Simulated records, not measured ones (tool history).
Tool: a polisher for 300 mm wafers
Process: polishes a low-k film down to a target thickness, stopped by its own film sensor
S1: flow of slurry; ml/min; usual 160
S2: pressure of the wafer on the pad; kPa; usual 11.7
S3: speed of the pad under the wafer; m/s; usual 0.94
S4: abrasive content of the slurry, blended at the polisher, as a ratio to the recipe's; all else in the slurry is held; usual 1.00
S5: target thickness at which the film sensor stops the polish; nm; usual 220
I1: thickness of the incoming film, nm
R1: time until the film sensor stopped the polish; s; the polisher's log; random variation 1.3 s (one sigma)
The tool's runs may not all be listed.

run    hour   S1    S2    S3    S4   S5     I1     R1
  1     0.0  160  11.7  0.94  1.00  220  248.4   98.8
       18.0  -- worn pad replaced by a new one
  2    33.8  160  11.7  0.94  1.00  220  248.9   97.7
  3    78.7  160  15.2  0.94  1.00  220  251.3   83.2
      105.3  -- slurry nozzle cleaned
  4   131.0  160  11.7  0.94  1.00  220  248.7   99.3
  5   187.8  185  15.9  1.24  1.25  220  250.4   55.9
  6   212.4  160  11.7  0.94  1.00  223  254.3  107.5
      305.4  -- slurry blender recalibrated
  7   333.4  135  13.1  0.94  1.00  224  255.0   84.3
  8   360.6  105  11.7  0.94  1.10  220  251.1   94.8
  9   437.3  160  10.3  0.94  1.10  220  249.1  101.8
      450.5  -- worn pad replaced by a new one
      469.1  -- conditioning disc replaced and pad reconditioned
 10   483.8  110  11.7  1.04  0.80  220  246.7   94.4
 11   542.2  210  11.7  0.94  1.00  220  247.4   88.3
 12   580.3  160  11.7  0.94  1.00  220  251.2  107.4
 13   636.5  160   9.0  0.94  1.00  211  247.1  159.7
 14   672.2  115  11.7  0.94  1.00  220  249.5  105.9
 15   696.4  160  11.7  0.94  1.20  224  249.5   81.4
 16   752.9  160  11.7  0.94  1.00  220  248.8  101.9
      782.3  -- slurry nozzle cleaned
 17   798.1  160  15.2  0.94  1.00  220  248.9   76.8
 18   822.7  160  11.7  0.94  1.00  220  244.5   87.1
      834.0  -- slurry blender recalibrated
 19   846.9  160  11.7  0.94  1.00  220  254.1  103.9
 20   884.9  160  11.7  0.94  1.15  212  250.1  112.0
      902.1  -- worn pad replaced by a new one
 21   940.8  200  14.5  1.12  1.25  220  254.3   68.8
     1043.5  -- conditioning disc replaced and pad reconditioned
 22  1154.1  210  11.7  1.18  0.80  220  252.2   98.9
 23  1189.3  190  11.7  0.94  1.00  220  245.6   91.5
 24  1225.0  125  11.7  0.94  1.00  220  244.9   90.4

Some steps in R1 between neighbouring runs. How much of each would the tool show without its hidden state too (settings, what came in, random variation), and how much is left for the hidden state, with any gauge scatter that isn't in both results?
The hidden state here: removal rate lost through wear of the pad, %; slurry flow missing at the pad, %; deviation of the head's pressure from its setpoint, %; abrasive missing from the slurry, %; time polished since the conditioner stopped cutting, s.
Run 6 -> 7: S1 160 -> 135, S2 11.7 -> 13.1, S5 223 -> 224, slurry blender recalibrated. R1 -23.2 s: hidden state -15.2, all else -8.0.
Run 12 -> 13: S2 11.7 -> 9.0, S5 220 -> 211. R1 +52.3 s: hidden state +8.7, all else +43.6.
Run 13 -> 14: S1 160 -> 115, S2 9.0 -> 11.7, S5 211 -> 220. R1 -53.8 s: hidden state -7.3, all else -46.5.
Run 18 -> 19: slurry blender recalibrated. R1 +16.8 s: hidden state -11.5, all else +28.3.
